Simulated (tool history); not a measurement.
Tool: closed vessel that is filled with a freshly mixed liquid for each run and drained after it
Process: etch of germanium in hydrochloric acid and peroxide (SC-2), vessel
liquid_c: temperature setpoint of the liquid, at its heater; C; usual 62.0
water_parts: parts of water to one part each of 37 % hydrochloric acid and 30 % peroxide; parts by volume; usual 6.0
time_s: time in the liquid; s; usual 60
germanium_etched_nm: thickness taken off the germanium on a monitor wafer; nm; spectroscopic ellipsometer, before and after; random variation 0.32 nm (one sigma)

| run | hour | liquid_c | water_parts | time_s | wafers since the last listed run | hours since the thermometer was replaced | hours since the chemicals flow meter was replaced | hours since the drum of peroxide was connected | hours since the gauge calibration | read-back film thickness of the germanium reference wafer, read on the same gauge (nm) | germanium_etched_nm |
|---|---|---|---|---|---|---|---|---|---|---|---|
| 1 | 0.0 | 62.0 | 6.0 | 60 | 0 | 2338.4 | 702.7 | 219.4 | 218.0 | 100.02 | 131.92 |
|  | 4.9 | gauge calibrated |
| 2 | 8.0 | 62.0 | 6.0 | 60 | 718 | 2346.4 | 710.7 | 227.4 | 3.1 | 100.02 | 131.83 |
| 3 | 19.6 | 62.0 | 6.0 | 60 | 1042 | 2358.0 | 722.3 | 239.0 | 14.7 | 100.01 | 131.61 |
| 4 | 33.0 | 62.0 | 6.0 | 60 | 1204 | 2371.4 | 735.7 | 252.4 | 28.1 | 99.99 | 131.94 |
| 5 | 40.3 | 62.0 | 6.0 | 50 | 655 | 2378.7 | 743.0 | 259.7 | 35.4 | 100.00 | 109.95 |
| 6 | 75.7 | 62.0 | 6.0 | 50 | 3181 | 2414.1 | 778.4 | 295.1 | 70.8 | 100.00 | 109.91 |
| 7 | 88.0 | 62.0 | 6.0 | 60 | 1105 | 2426.4 | 790.7 | 307.4 | 83.1 | 100.01 | 131.69 |
| 8 | 105.4 | 62.0 | 6.0 | 75 | 1563 | 2443.8 | 808.1 | 324.8 | 100.5 | 99.98 | 164.50 |
| 9 | 117.6 | 62.0 | 6.0 | 75 | 1096 | 2456.0 | 820.3 | 337.0 | 112.7 | 100.02 | 163.92 |
| 10 | 127.6 | 62.0 | 6.0 | 75 | 898 | 2466.0 | 830.3 | 347.0 | 122.7 | 100.01 | 164.53 |
| 11 | 140.6 | 59.5 | 5.0 | 60 | 1168 | 2479.0 | 843.3 | 360.0 | 135.7 | 100.02 | 122.18 |
|  | 142.2 | chemicals flow meter replaced |
| 12 | 157.3 | 59.5 | 5.0 | 60 | 1410 | 2495.7 | 15.1 | 376.7 | 152.4 | 100.02 | 122.88 |
| 13 | 163.7 | 62.0 | 6.0 | 60 | 575 | 2502.1 | 21.5 | 383.1 | 158.8 | 100.03 | 130.94 |
| 14 | 180.7 | 62.0 | 6.0 | 95 | 1527 | 2519.1 | 38.5 | 400.1 | 175.8 | 100.00 | 208.17 |
| 15 | 189.8 | 66.0 | 7.0 | 80 | 817 | 2528.2 | 47.6 | 409.2 | 184.9 | 100.03 | 195.51 |
| 16 | 204.6 | 62.0 | 4.0 | 90 | 1329 | 2543.0 | 62.4 | 424.0 | 199.7 | 100.01 | 199.21 |
| 17 | 216.4 | 58.5 | 8.0 | 40 | 1060 | 2554.8 | 74.2 | 435.8 | 211.5 | 100.01 | 76.96 |
| 18 | 225.8 | 66.0 | 6.0 | 60 | 844 | 2564.2 | 83.6 | 445.2 | 220.9 | 99.96 | 147.70 |
| 19 | 235.9 | 62.0 | 4.0 | 60 | 907 | 2574.3 | 93.7 | 455.3 | 231.0 | 100.02 | 132.77 |
|  | 236.6 | gauge calibrated |
| 20 | 251.1 | 62.0 | 6.0 | 60 | 1365 | 2589.5 | 108.9 | 470.5 | 14.5 | 99.99 | 130.76 |
|  | 255.9 | new drum of peroxide connected |
|  | 260.7 | thermometer replaced |
| 21 | 268.0 | 52.5 | 4.5 | 60 | 1338 | 7.3 | 125.8 | 12.1 | 31.4 | 100.02 | 108.46 |
| 22 | 285.7 | 69.5 | 6.0 | 30 | 1590 | 25.0 | 143.5 | 29.8 | 49.1 | 100.00 | 88.89 |
| 23 | 301.0 | 71.5 | 8.0 | 40 | 1374 | 40.3 | 158.8 | 45.1 | 64.4 | 100.02 | 122.45 |
| 24 | 314.3 | 59.5 | 5.0 | 60 | 1195 | 53.6 | 172.1 | 58.4 | 77.7 | 100.01 | 133.58 |
| 25 | 351.1 | 62.0 | 6.0 | 60 | 3306 | 90.4 | 208.9 | 95.2 | 114.5 | 100.01 | 142.65 |

Hidden state at the last listed run before each entry between runs and at the first one after, where it differs:
Between runs 1 and 2: gauge calibrated (hour 4.9)
  liquid colder than its thermometer reads (K): 2.84 -> 2.85
  measured less the result without the state, germanium_etched_nm: -11.68 -> -11.72 nm
Between runs 11 and 12: chemicals flow meter replaced (hour 142.2)
  liquid colder than its thermometer reads (K): 2.99 -> 3.01
  measured less the result without the state, germanium_etched_nm: -11.68 -> -11.83 nm
Between runs 19 and 20: gauge calibrated (hour 236.6)
  liquid colder than its thermometer reads (K): 3.1 -> 3.11
  measured less the result without the state, germanium_etched_nm: -13.05 -> -12.74 nm
Between runs 20 and 21: new drum of peroxide connected (hour 255.9); thermometer replaced (hour 260.7)
  liquid colder than its thermometer reads (K): 3.11 -> 0.0845
  measured less the result without the state, germanium_etched_nm: -12.74 -> -0.28 nm
